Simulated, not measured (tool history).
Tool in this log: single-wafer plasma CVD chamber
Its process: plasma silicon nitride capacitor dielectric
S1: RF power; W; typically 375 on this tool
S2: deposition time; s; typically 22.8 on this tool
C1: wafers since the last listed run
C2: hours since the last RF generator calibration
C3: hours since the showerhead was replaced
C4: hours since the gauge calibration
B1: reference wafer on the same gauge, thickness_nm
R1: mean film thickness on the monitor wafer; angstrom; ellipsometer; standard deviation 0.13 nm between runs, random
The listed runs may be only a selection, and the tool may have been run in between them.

run 1 day=0.000 | S1=425 S2=22.8 | C1=0 C2=959.6 C3=1600.2 C4=289.2 | B1=30.982 | R1=319.17
run 2 day=4.042 | S1=425 S2=22.8 | C1=3334 C2=1056.6 C3=1697.2 C4=386.2 | B1=31.003 | R1=322.64
run 3 day=6.300 | S1=410 S2=19.9 | C1=1863 C2=1110.8 C3=1751.4 C4=440.4 | B1=30.995 | R1=277.15
run 4 day=9.225 | S1=375 S2=26.2 | C1=2413 C2=1181.0 C3=1821.6 C4=510.6 | B1=30.997 | R1=354.72
run 5 day=13.208 | S1=375 S2=22.8 | C1=3286 C2=1276.6 C3=1917.2 C4=606.2 | B1=31.013 | R1=309.34
run 6 day=16.142 | S1=375 S2=22.8 | C1=2419 C2=1347.0 C3=1987.6 C4=676.6 | B1=31.045 | R1=308.90
run 7 day=20.092 | S1=415 S2=22.8 | C1=3258 C2=1441.8 C3=2082.4 C4=771.4 | B1=30.996 | R1=318.37
run 8 day=22.429 | S1=375 S2=19.2 | C1=1928 C2=1497.9 C3=2138.5 C4=827.5 | B1=30.949 | R1=260.02
run 9 day=25.179 | S1=375 S2=19.2 | C1=2268 C2=1563.9 C3=2204.5 C4=893.5 | B1=30.976 | R1=258.44
run 10 day=27.088 | S1=375 S2=19.2 | C1=1574 C2=1609.7 C3=2250.3 C4=939.3 | B1=30.969 | R1=260.72
run 11 day=35.896 | S1=315 S2=19.2 | C1=7266 C2=1821.1 C3=2461.7 C4=1150.7 | B1=31.026 | R1=245.88
run 12 day=39.679 | S1=375 S2=22.8 | C1=3121 C2=1911.9 C3=2552.5 C4=1241.5 | B1=31.009 | R1=305.34
run 13 day=42.225 | S1=375 S2=22.8 | C1=2100 C2=1973.0 C3=2613.6 C4=1302.6 | B1=31.001 | R1=310.28
run 14 day=46.292 | S1=375 S2=22.8 | C1=3354 C2=2070.6 C3=2711.2 C4=1400.2 | B1=30.975 | R1=309.69
-- day=49.667 showerhead replaced
run 15 day=50.404 | S1=375 S2=22.8 | C1=3117 C2=2169.3 C3=17.7 C4=1498.9 | B1=30.982 | R1=306.62
run 16 day=52.633 | S1=375 S2=22.8 | C1=1839 C2=2222.8 C3=71.2 C4=1552.4 | B1=31.020 | R1=308.30
-- day=53.162 gauge calibrated
run 17 day=55.188 | S1=375 S2=22.8 | C1=2107 C2=2284.1 C3=132.5 C4=48.6 | B1=31.002 | R1=305.06
run 18 day=57.225 | S1=375 S2=26.2 | C1=1680 C2=2333.0 C3=181.4 C4=97.5 | B1=31.012 | R1=350.54
run 19 day=61.692 | S1=375 S2=22.8 | C1=3684 C2=2440.2 C3=288.6 C4=204.7 | B1=30.993 | R1=304.99
run 20 day=65.500 | S1=330 S2=21.3 | C1=3141 C2=2531.6 C3=380.0 C4=296.1 | B1=31.003 | R1=275.71
run 21 day=69.512 | S1=375 S2=22.8 | C1=3310 C2=2627.9 C3=476.3 C4=392.4 | B1=30.979 | R1=303.90
-- day=71.025 RF generator calibrated
run 22 day=72.517 | S1=375 S2=22.8 | C1=2203 C2=35.8 C3=548.4 C4=464.5 | B1=31.024 | R1=310.32
run 23 day=74.796 | S1=405 S2=19.5 | C1=1880 C2=90.5 C3=603.1 C4=519.2 | B1=30.963 | R1=271.86
run 24 day=77.079 | S1=335 S2=25.2 | C1=1883 C2=145.3 C3=657.9 C4=574.0 | B1=31.011 | R1=333.37
run 25 day=79.500 | S1=375 S2=19.2 | C1=1997 C2=203.4 C3=716.0 C4=632.1 | B1=30.942 | R1=262.89
run 26 day=81.517 | S1=300 S2=19.7 | C1=1663 C2=251.8 C3=764.4 C4=680.5 | B1=30.980 | R1=251.56
run 27 day=84.667 | S1=395 S2=21.6 | C1=2598 C2=327.4 C3=840.0 C4=756.1 | B1=31.004 | R1=299.86
run 28 day=87.267 | S1=400 S2=19.3 | C1=2144 C2=389.8 C3=902.4 C4=818.5 | B1=30.963 | R1=268.17
run 29 day=89.208 | S1=395 S2=19.8 | C1=1601 C2=436.4 C3=949.0 C4=865.1 | B1=30.976 | R1=275.71
run 30 day=93.117 | S1=410 S2=26.8 | C1=3224 C2=530.2 C3=1042.8 C4=958.9 | B1=31.045 | R1=373.15
run 31 day=96.604 | S1=375 S2=21.3 | C1=2877 C2=613.9 C3=1126.5 C4=1042.6 | B1=31.040 | R1=292.52
run 32 day=100.504 | S1=425 S2=19.3 | C1=3217 C2=707.5 C3=1220.1 C4=1136.2 | B1=30.986 | R1=272.63
run 33 day=102.329 | S1=410 S2=20.1 | C1=1505 C2=751.3 C3=1263.9 C4=1180.0 | B1=30.988 | R1=280.81
run 34 day=106.017 | S1=375 S2=22.8 | C1=3042 C2=839.8 C3=1352.4 C4=1268.5 | B1=30.982 | R1=310.87
run 35 day=108.467 | S1=375 S2=26.5 | C1=2021 C2=898.6 C3=1411.2 C4=1327.3 | B1=31.029 | R1=359.88

What the log doesn't show, run by run:
gauge reads high (%): 0 on each run
H1: delivered RF power above the setpoint (%)
run=1 H1=-1.4
run=2 H1=-1.64
run=3 H1=-1.78
run=4 H1=-1.97
run=5 H1=-2.26
run=6 H1=-2.48
run=7 H1=-2.8
run=8 H1=-3
run=9 H1=-3.24
run=10 H1=-3.41
run=11 H1=-4.29
run=12 H1=-4.7
run=13 H1=-4.98
run=14 H1=-5.46
run=15 H1=-5.97
run=16 H1=-6.25
run=17 H1=-6.58
run=18 H1=-6.85
run=19 H1=-7.47
run=20 H1=-8.02
run=21 H1=-8.62
run=22 H1=-0.171
run=23 H1=-0.18
run=24 H1=-0.195
run=25 H1=-0.22
run=26 H1=-0.246
run=27 H1=-0.299
run=28 H1=-0.353
run=29 H1=-0.399
run=30 H1=-0.509
run=31 H1=-0.624
run=32 H1=-0.773
run=33 H1=-0.85
run=34 H1=-1.02
run=35 H1=-1.14

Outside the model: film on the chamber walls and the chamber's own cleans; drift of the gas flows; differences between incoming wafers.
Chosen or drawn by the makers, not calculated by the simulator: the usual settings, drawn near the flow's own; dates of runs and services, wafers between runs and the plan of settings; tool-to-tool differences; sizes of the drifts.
